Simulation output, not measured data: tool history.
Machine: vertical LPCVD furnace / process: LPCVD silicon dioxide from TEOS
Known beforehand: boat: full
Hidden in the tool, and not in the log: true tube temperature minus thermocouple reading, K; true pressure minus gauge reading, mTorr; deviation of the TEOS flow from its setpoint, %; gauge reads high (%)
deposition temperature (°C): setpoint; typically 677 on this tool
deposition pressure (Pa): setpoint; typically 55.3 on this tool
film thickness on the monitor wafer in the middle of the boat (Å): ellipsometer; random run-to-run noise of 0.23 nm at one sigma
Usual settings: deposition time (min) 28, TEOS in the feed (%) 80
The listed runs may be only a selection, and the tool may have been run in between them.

run	hour	deposition temperature (°C)	deposition pressure (Pa)	deposition time (min)	TEOS in the feed (%)	wafers since the last listed run	hours since the last temperature calibration	hours since the pressure gauge was zeroed	hours since the TEOS flow controller was replaced	hours since the gauge calibration	read-back reference wafer on the same gauge, thickness	film thickness on the monitor wafer in the middle of the boat (Å)
1	0	677	65.3	28	80	0	2893.9	3301.8	2956.5	214.6	133.12	1843.7
2	16.3	677	55.3	28	80	307	2910.2	3318.1	2972.8	230.9	133.12	1698.1
3	26.9	677	55.3	28	80	200	2920.8	3328.7	2983.4	241.5	132.93	1702
4	36.6	677	55.3	28	84	183	2930.5	3338.4	2993.1	251.2	132.98	1743.9
5	53.1	677	55.3	28	84	311	2947	3354.9	3009.6	267.7	133.03	1743.9
6	63.4	677	55.3	28	84	194	2957.3	3365.2	3019.9	278	133.01	1746.4
7	76.8	677	55.3	28	80	253	2970.7	3378.6	3033.3	291.4	133.08	1698.8
# hour 84.9: gauge calibrated
8	93.3	677	55.3	28	80	311	2987.2	3395.1	3049.8	8.4	133.06	1707.4
9	110.1	677	55.3	28	80	317	3004	3411.9	3066.6	25.2	132.96	1703.5
10	119	677	55.3	28	80	168	3012.9	3420.8	3075.5	34.1	132.94	1710.9
# hour 151.7: pressure gauge zeroed
# hour 171: thermocouples replaced and temperature profile calibrated
# hour 181.5: TEOS flow controller replaced
11	182	677	55.3	28	80	174	11	30.3	0.5	97.1	132.96	1567.9
12	186.2	677	55.3	37	80	79	15.2	34.5	4.7	101.3	132.98	2065.2
13	190.5	677	55.3	28	80	81	19.5	38.8	9	105.6	132.99	1570.5
14	194.8	677	55.3	28	86	81	23.8	43.1	13.3	109.9	132.94	1623.5
15	199.4	677	55.3	28	89	86	28.4	47.7	17.9	114.5	133	1649.9
16	209.5	677	55.3	28	80	190	38.5	57.8	28	124.6	133.02	1566.3
17	215.6	677	64	28	75	115	44.6	63.9	34.1	130.7	132.96	1632.8
18	222.6	687	50	20	91	132	51.6	70.9	41.1	137.7	132.96	1443.6
19	236.4	677	62.7	28	80	260	65.4	84.7	54.9	151.5	133.01	1670.2

3 ways to go on from here, each from the tool as it stands after run 19. What would each give?
A	240.8	677	55.3	34	80	83	69.8	89.1	59.3	155.9	?	?
B	240.8	669	55.3	38.5	70	83	69.8	89.1	59.3	155.9	?	?
C	240.8	677	50.7	17.5	80	83	69.8	89.1	59.3	155.9	?	?

run	read-back reference wafer on the same gauge, thickness	film thickness on the monitor wafer in the middle of the boat (Å)
A	133.01	1906.9
B	133.01	1659.1
C	133.01	939.2
The same runs, with their run-to-run variation unchanged, on a tool lacking any hidden condition would have given:
run	film thickness on the monitor wafer in the middle of the boat (Å)
A	1883.6
B	1638.5
C	927.7

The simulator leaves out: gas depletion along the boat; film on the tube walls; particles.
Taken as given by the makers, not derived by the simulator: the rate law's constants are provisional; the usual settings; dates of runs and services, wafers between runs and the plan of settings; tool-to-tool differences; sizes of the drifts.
